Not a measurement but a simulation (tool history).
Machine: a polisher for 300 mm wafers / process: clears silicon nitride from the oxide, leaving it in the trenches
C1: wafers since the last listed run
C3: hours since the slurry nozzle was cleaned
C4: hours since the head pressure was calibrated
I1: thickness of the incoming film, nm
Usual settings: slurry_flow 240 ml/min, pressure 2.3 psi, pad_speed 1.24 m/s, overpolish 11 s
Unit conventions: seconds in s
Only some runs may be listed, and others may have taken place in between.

run 1 hour=0 | slurry_flow=240 pressure=2.3 pad_speed=1.24 overpolish=11 | C1=0 wafers_polished_on_this_pad=1383 C3=475.6 C4=139.1 | I1=145.8 | seconds=115.5
-- hour=19.8 worn pad replaced by a new one
run 2 hour=62.7 | slurry_flow=240 pressure=2.3 pad_speed=1.24 overpolish=9 | C1=406 wafers_polished_on_this_pad=297 C3=538.3 C4=201.8 | I1=145.2 | seconds=117.9
run 3 hour=115.5 | slurry_flow=240 pressure=2.3 pad_speed=1.24 overpolish=9 | C1=365 wafers_polished_on_this_pad=662 C3=591.1 C4=254.6 | I1=144.1 | seconds=113.4
run 4 hour=145.4 | slurry_flow=240 pressure=2.3 pad_speed=1.04 overpolish=11 | C1=207 wafers_polished_on_this_pad=870 C3=621 C4=284.5 | I1=143.2 | seconds=132.5
-- hour=209.3 worn pad replaced by a new one
run 5 hour=209.8 | slurry_flow=240 pressure=2.3 pad_speed=1.04 overpolish=11 | C1=418 wafers_polished_on_this_pad=3 C3=685.4 C4=348.9 | I1=142.5 | seconds=125.1
run 6 hour=272.9 | slurry_flow=240 pressure=2.3 pad_speed=1.04 overpolish=11 | C1=436 wafers_polished_on_this_pad=440 C3=748.5 C4=412 | I1=145.5 | seconds=129.6
run 7 hour=317.1 | slurry_flow=240 pressure=2.3 pad_speed=1.44 overpolish=11 | C1=306 wafers_polished_on_this_pad=746 C3=792.7 C4=456.2 | I1=146 | seconds=100.7
-- hour=338.1 slurry nozzle cleaned
run 8 hour=388.3 | slurry_flow=240 pressure=2.3 pad_speed=1.44 overpolish=11 | C1=486 wafers_polished_on_this_pad=1232 C3=50.2 C4=527.4 | I1=144.6 | seconds=97.1
-- hour=429.5 worn pad replaced by a new one
run 9 hour=455.9 | slurry_flow=180 pressure=2.8 pad_speed=1.24 overpolish=11 | C1=440 wafers_polished_on_this_pad=182 C3=117.8 C4=595 | I1=143.8 | seconds=92.7
run 10 hour=482.5 | slurry_flow=240 pressure=2.3 pad_speed=1.24 overpolish=11 | C1=184 wafers_polished_on_this_pad=367 C3=144.4 C4=621.6 | I1=145.8 | seconds=109.3
run 11 hour=516.5 | slurry_flow=275 pressure=2.3 pad_speed=1.62 overpolish=11 | C1=235 wafers_polished_on_this_pad=602 C3=178.4 C4=655.6 | I1=144.5 | seconds=82.3
run 12 hour=568.6 | slurry_flow=240 pressure=1.7 pad_speed=1.24 overpolish=16 | C1=360 wafers_polished_on_this_pad=963 C3=230.5 C4=707.7 | I1=144.5 | seconds=147.7
-- hour=598.2 worn pad replaced by a new one
run 13 hour=598.7 | slurry_flow=155 pressure=2.3 pad_speed=1.38 overpolish=11 | C1=180 wafers_polished_on_this_pad=3 C3=260.6 C4=737.8 | I1=143.7 | seconds=101.8
run 14 hour=629.1 | slurry_flow=240 pressure=1.8 pad_speed=1.66 overpolish=11 | C1=210 wafers_polished_on_this_pad=214 C3=291 C4=768.2 | I1=144.5 | seconds=104.9
-- hour=776.4 head pressure recalibrated
-- hour=819.3 worn pad replaced by a new one
run 15 hour=819.8 | slurry_flow=320 pressure=2.3 pad_speed=1.24 overpolish=4 | C1=1278 wafers_polished_on_this_pad=3 C3=481.7 C4=43.4 | I1=143.4 | seconds=111
run 16 hour=866.9 | slurry_flow=240 pressure=2.3 pad_speed=1.24 overpolish=15 | C1=326 wafers_polished_on_this_pad=329 C3=528.8 C4=90.5 | I1=142.1 | seconds=114.3
run 17 hour=924.2 | slurry_flow=240 pressure=2.3 pad_speed=1.24 overpolish=11 | C1=396 wafers_polished_on_this_pad=726 C3=586.1 C4=147.8 | I1=147.4 | seconds=114.7
run 18 hour=980.2 | slurry_flow=240 pressure=2.3 pad_speed=1.24 overpolish=11 | C1=387 wafers_polished_on_this_pad=1114 C3=642.1 C4=203.8 | I1=145.2 | seconds=118.4

3 ways to go on from here, each from the tool as it stands after run 18. What would each give?
run A hour=980.7 | slurry_flow=240 pressure=2.3 pad_speed=1 overpolish=11 | C1=3 wafers_polished_on_this_pad=1117 C3=642.6 C4=204.3 | I1=142.4 | seconds=?
run B hour=980.7 | slurry_flow=240 pressure=2.3 pad_speed=1.24 overpolish=7 | C1=3 wafers_polished_on_this_pad=1117 C3=642.6 C4=204.3 | I1=142.4 | seconds=?
run C hour=980.7 | slurry_flow=205 pressure=2.3 pad_speed=1.24 overpolish=11 | C1=3 wafers_polished_on_this_pad=1117 C3=642.6 C4=204.3 | I1=142.4 | seconds=?

run=A seconds=137.7
run=B seconds=114.1
run=C seconds=115.7
Stripped of hidden state, with their random variation kept, the same runs would have yielded:
run=A seconds=141.7
run=B seconds=117.4
run=C seconds=119
